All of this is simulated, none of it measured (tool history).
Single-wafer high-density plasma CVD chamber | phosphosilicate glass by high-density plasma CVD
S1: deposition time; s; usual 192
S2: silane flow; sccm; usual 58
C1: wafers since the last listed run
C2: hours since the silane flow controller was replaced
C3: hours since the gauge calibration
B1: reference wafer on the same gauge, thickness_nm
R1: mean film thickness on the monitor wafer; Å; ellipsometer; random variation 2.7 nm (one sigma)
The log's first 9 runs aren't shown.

Run 10, hour 280.3: usual settings but S1 168 s; C1 165; C2 4542.3; C3 262.4; B1 1359.402. Result: R1 11439.77 Å.
At hour 302.6: silane flow controller replaced.
Run 11, hour 309.3: usual settings but S1 217 s, S2 50 sccm; C1 185; C2 6.7; C3 291.4; B1 1360.097. Result: R1 11902.89 Å.
Run 12, hour 339.6: usual settings; C1 267; C2 37; C3 321.7; B1 1359.858. Result: R1 12199.13 Å.
Run 13, hour 356.3: usual settings; C1 147; C2 53.7; C3 338.4; B1 1360.054. Result: R1 12270.67 Å.
Run 14, hour 372.3: usual settings; C1 141; C2 69.7; C3 354.4; B1 1359.599. Result: R1 12210.14 Å.
Run 15, hour 384.5: usual settings; C1 107; C2 81.9; C3 366.6; B1 1361.129. Result: R1 12252.32 Å.
Run 16, hour 398.1: usual settings; C1 120; C2 95.5; C3 380.2; B1 1360.324. Result: R1 12211.84 Å.
Run 17, hour 433.1: usual settings but S1 221 s, S2 47 sccm; C1 308; C2 130.5; C3 415.2; B1 1361.101. Result: R1 11394.07 Å.
Run 18, hour 459.8: usual settings but S1 206 s, S2 66 sccm; C1 235; C2 157.2; C3 441.9; B1 1361.093. Result: R1 14917.33 Å.
Run 19, hour 488.3: usual settings but S1 213 s, S2 51 sccm; C1 251; C2 185.7; C3 470.4; B1 1360.615. Result: R1 11896.4 Å.
Run 20, hour 504.8: usual settings; C1 145; C2 202.2; C3 486.9; B1 1359.798. Result: R1 12206.3 Å.
Run 21, hour 519.6: usual settings but S1 229 s, S2 51 sccm; C1 130; C2 217; C3 501.7; B1 1359.674. Result: R1 12802.6 Å.
Run 22, hour 534.9: usual settings but S1 202 s; C1 135; C2 232.3; C3 517; B1 1359.491. Result: R1 12806.12 Å.
Run 23, hour 567: usual settings but S1 206 s, S2 66 sccm; C1 283; C2 264.4; C3 549.1; B1 1358.686. Result: R1 14873.27 Å.
Run 24, hour 588.5: usual settings but S1 181 s, S2 65 sccm; C1 189; C2 285.9; C3 570.6; B1 1359.583. Result: R1 12907.21 Å.
At hour 589.2: gauge calibrated.
Run 25, hour 622.5: usual settings but S1 220 s, S2 51 sccm; C1 300; C2 319.9; C3 33.3; B1 1360.389. Result: R1 12306.35 Å.
Run 26, hour 636: usual settings but S1 227 s, S2 50 sccm; C1 119; C2 333.4; C3 46.8; B1 1359.254. Result: R1 12404.38 Å.
Run 27, hour 696.8: usual settings but S1 157 s, S2 54 sccm; C1 536; C2 394.2; C3 107.6; B1 1359.859. Result: R1 9253.76 Å.
Run 28, hour 725.9: usual settings but S1 164 s, S2 61 sccm; C1 256; C2 423.3; C3 136.7; B1 1360.09. Result: R1 10942.69 Å.
Run 29, hour 739: usual settings; C1 115; C2 436.4; C3 149.8; B1 1359.62. Result: R1 12239.29 Å.
Run 30, hour 768.8: usual settings but S1 217 s, S2 63 sccm; C1 263; C2 466.2; C3 179.6; B1 1360.516. Result: R1 15038.04 Å.
Run 31, hour 792.5: usual settings but S1 224 s, S2 62 sccm; C1 209; C2 489.9; C3 203.3; B1 1360.376. Result: R1 15251.47 Å.
Run 32, hour 828: usual settings but S1 161 s, S2 65 sccm; C1 313; C2 525.4; C3 238.8; B1 1361.607. Result: R1 11473.52 Å.
Run 33, hour 862.5: usual settings but S1 225 s; C1 304; C2 559.9; C3 273.3; B1 1359.778. Result: R1 14345.09 Å.

5 ways to go on from here, each from the tool as it stands after run 33. What would each give?
Run A, hour 863: usual settings; C1 4; C2 560.4; C3 273.8; B1 ?. Result: R1 ?.
Run B, hour 863: usual settings but S1 170 s, S2 53 sccm; C1 4; C2 560.4; C3 273.8; B1 ?. Result: R1 ?.
Run C, hour 863: usual settings but S1 172 s, S2 49 sccm; C1 4; C2 560.4; C3 273.8; B1 ?. Result: R1 ?.
Run D, hour 863: usual settings but S1 162 s, S2 67 sccm; C1 4; C2 560.4; C3 273.8; B1 ?. Result: R1 ?.
Run E, hour 863: usual settings but S1 178 s, S2 52 sccm; C1 4; C2 560.4; C3 273.8; B1 ?. Result: R1 ?.

run        B1        R1
  A  1360.742  12235.27
  B  1360.742   9899.41
  C  1360.742   9259.96
  D  1360.742  11925.43
  E  1360.742  10169.69
Without the tool's hidden state the same runs would have given:
run        R1
  A  12226.88
  B   9892.62
  C   9253.61
  D  11917.26
  E  10162.72

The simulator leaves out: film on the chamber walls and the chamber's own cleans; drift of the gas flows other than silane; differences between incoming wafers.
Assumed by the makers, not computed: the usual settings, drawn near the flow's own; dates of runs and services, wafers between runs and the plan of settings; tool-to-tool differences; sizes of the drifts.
